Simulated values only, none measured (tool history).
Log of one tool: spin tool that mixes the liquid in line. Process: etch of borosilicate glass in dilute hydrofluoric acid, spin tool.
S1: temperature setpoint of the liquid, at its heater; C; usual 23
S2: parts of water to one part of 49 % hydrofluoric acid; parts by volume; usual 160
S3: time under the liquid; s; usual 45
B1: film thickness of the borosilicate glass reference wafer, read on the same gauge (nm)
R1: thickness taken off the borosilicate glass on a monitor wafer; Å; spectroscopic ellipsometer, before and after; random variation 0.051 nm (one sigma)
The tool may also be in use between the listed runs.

run    hour    S1   S2  S3     B1     R1
  1       0    23  100  45  28.57  142.8
  2    58.2    23  100  45  28.59  141.1
  3   122.3    20  160  45  28.56   73.1
  4   164.6    20  160  45  28.55   74.2
  5   230.6    23  160  45  28.52   82.7
  6   268.7    23  160  45  28.51   82.5
  7   320.6    23  160  45  28.51   82.6
  8     381    23  160  45  28.51   82.5
  9   456.8    23  160  55  28.54  101.7
 10   548.2    23  160  55  28.49    101
 11   587.4    23  160  55  28.44    101
      590.7  -- thermometer replaced
      626.6  -- gauge calibrated
 12   676.7    23  160  45  29.98   87.2
 13   768.9    21  160  45  29.73   80.2
 14   832.1    21  160  45  29.64     80
 15   889.2  24.5  160  70  29.59  141.4
 16   967.3    20  160  45  29.42   76.4
 17  1035.3    23  160  45  29.37   85.6
 18  1093.9    23  100  25  29.31   80.6
 19  1149.1    27  230  50  29.24   70.5
     1195.6  -- thermometer replaced
 20  1305.9    23  120  50  29.05  131.7
 21  1343.6    21  160  45  28.98   78.3
 22  1383.1    23  160  45  28.99     83
 23  1420.3    23  225  30  28.94   37.2
 24  1468.9  20.5  180  45  28.91   66.2
     1487.8  -- hydrofluoric acid flow meter replaced
 25  1542.7    23  160  45  28.81   84.1
 26  1607.8    23  160  35  28.77   65.3
 27  1661.2    28  160  60  28.79  133.7
 28  1751.2    27  225  70  28.73   99.5
 29  1820.7    23  115  55  28.69  148.2
 30  1922.4    25  160  35  28.66   68.9
       1955  -- thermometer replaced
 31  1980.6  26.5  215  55  28.62   80.8
 32  2077.5  20.5   90  45   28.6    145
 33  2130.4    23  110  45  28.57  125.7
 34    2233  24.5  160  70  28.53  136.2

Forecast each of these 3 alternatives for the next run:
  A  2233.4  23  205  45   ?   ?
  B  2233.4  27  215  70   ?   ?
  C  2233.4  19  115  45   ?   ?

run     B1     R1
  A  28.53   61.7
  B  28.53  104.7
  C  28.53  103.5
Without the tool's hidden state the same runs would have given:
run     R1
  A   64.9
  B  110.1
  C  108.8
